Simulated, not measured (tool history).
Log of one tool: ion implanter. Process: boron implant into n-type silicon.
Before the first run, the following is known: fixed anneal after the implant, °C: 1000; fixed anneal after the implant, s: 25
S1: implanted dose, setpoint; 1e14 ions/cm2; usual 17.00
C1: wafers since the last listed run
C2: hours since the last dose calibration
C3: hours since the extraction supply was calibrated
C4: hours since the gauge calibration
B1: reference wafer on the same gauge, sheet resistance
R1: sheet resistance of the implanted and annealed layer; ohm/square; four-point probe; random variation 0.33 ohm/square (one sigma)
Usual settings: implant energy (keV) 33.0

{"run": 1, "hour": 0.0, "S1": 17.0, "implant energy (keV)": 33.0, "C1": 0, "C2": 532.0, "C3": 2785.5, "C4": 256.2, "B1": 66.66, "R1": 81.69}
{"run": 2, "hour": 29.0, "S1": 17.0, "implant energy (keV)": 33.0, "C1": 522, "C2": 561.0, "C3": 2814.5, "C4": 285.2, "B1": 66.7, "R1": 81.31}
{"run": 3, "hour": 45.3, "S1": 17.0, "implant energy (keV)": 33.0, "C1": 293, "C2": 577.3, "C3": 2830.8, "C4": 301.5, "B1": 66.72, "R1": 80.87}
{"run": 4, "hour": 75.7, "S1": 17.0, "implant energy (keV)": 33.0, "C1": 547, "C2": 607.7, "C3": 2861.2, "C4": 331.9, "B1": 66.68, "R1": 81.3}
{"hour": 170.8, "done": "Faraday cup replaced and dose calibrated"}
{"run": 5, "hour": 182.6, "S1": 17.0, "implant energy (keV)": 33.0, "C1": 1781, "C2": 11.8, "C3": 2968.1, "C4": 438.8, "B1": 66.64, "R1": 79.53}
{"run": 6, "hour": 210.3, "S1": 17.0, "implant energy (keV)": 33.0, "C1": 498, "C2": 39.5, "C3": 2995.8, "C4": 466.5, "B1": 66.7, "R1": 79.49}
{"run": 7, "hour": 235.3, "S1": 17.0, "implant energy (keV)": 33.0, "C1": 450, "C2": 64.5, "C3": 3020.8, "C4": 491.5, "B1": 66.76, "R1": 79.71}
{"run": 8, "hour": 270.9, "S1": 17.0, "implant energy (keV)": 33.0, "C1": 641, "C2": 100.1, "C3": 3056.4, "C4": 527.1, "B1": 66.82, "R1": 79.65}
{"run": 9, "hour": 301.3, "S1": 21.03, "implant energy (keV)": 36.5, "C1": 547, "C2": 130.5, "C3": 3086.8, "C4": 557.5, "B1": 66.58, "R1": 68.18}
{"run": 10, "hour": 313.8, "S1": 17.0, "implant energy (keV)": 26.0, "C1": 225, "C2": 143.0, "C3": 3099.3, "C4": 570.0, "B1": 66.59, "R1": 82.05}
{"hour": 336.4, "done": "extraction supply calibrated"}
{"run": 11, "hour": 343.6, "S1": 12.61, "implant energy (keV)": 25.5, "C1": 392, "C2": 172.8, "C3": 7.2, "C4": 599.8, "B1": 66.79, "R1": 102.74}
{"run": 12, "hour": 361.1, "S1": 20.3, "implant energy (keV)": 37.5, "C1": 315, "C2": 190.3, "C3": 24.7, "C4": 617.3, "B1": 66.81, "R1": 69.45}
{"hour": 373.5, "done": "gauge calibrated"}
{"run": 13, "hour": 376.3, "S1": 20.3, "implant energy (keV)": 37.5, "C1": 273, "C2": 205.5, "C3": 39.9, "C4": 2.8, "B1": 66.68, "R1": 70.04}
{"run": 14, "hour": 406.0, "S1": 13.8, "implant energy (keV)": 28.5, "C1": 534, "C2": 235.2, "C3": 69.6, "C4": 32.5, "B1": 66.78, "R1": 96.08}
{"run": 15, "hour": 438.1, "S1": 17.0, "implant energy (keV)": 33.0, "C1": 578, "C2": 267.3, "C3": 101.7, "C4": 64.6, "B1": 66.76, "R1": 80.34}
{"run": 16, "hour": 467.5, "S1": 20.89, "implant energy (keV)": 33.0, "C1": 529, "C2": 296.7, "C3": 131.1, "C4": 94.0, "B1": 66.64, "R1": 69.61}
{"run": 17, "hour": 491.6, "S1": 17.0, "implant energy (keV)": 33.0, "C1": 434, "C2": 320.8, "C3": 155.2, "C4": 118.1, "B1": 66.55, "R1": 80.58}

Hidden state or all else? Some run-to-run changes of R1, split into what the settings, what came in and random variation would give without the hidden state, and what is left for the hidden state (with any gauge scatter that isn't in both results):
Unlogged tool condition in this case: deviation of the true dose from the Faraday cup's reading, %; deviation of the true energy from its setpoint, %; gauge reads high (%).
Run 4 -> 5: Faraday cup replaced and dose calibrated. R1 -1.77 ohm/square: hidden state -1.89, all else +0.12.
Run 11 -> 12: S1 12.61 -> 20.30, implant energy (keV) 25.5 -> 37.5. R1 -33.29 ohm/square: hidden state -0.48, all else -32.81.
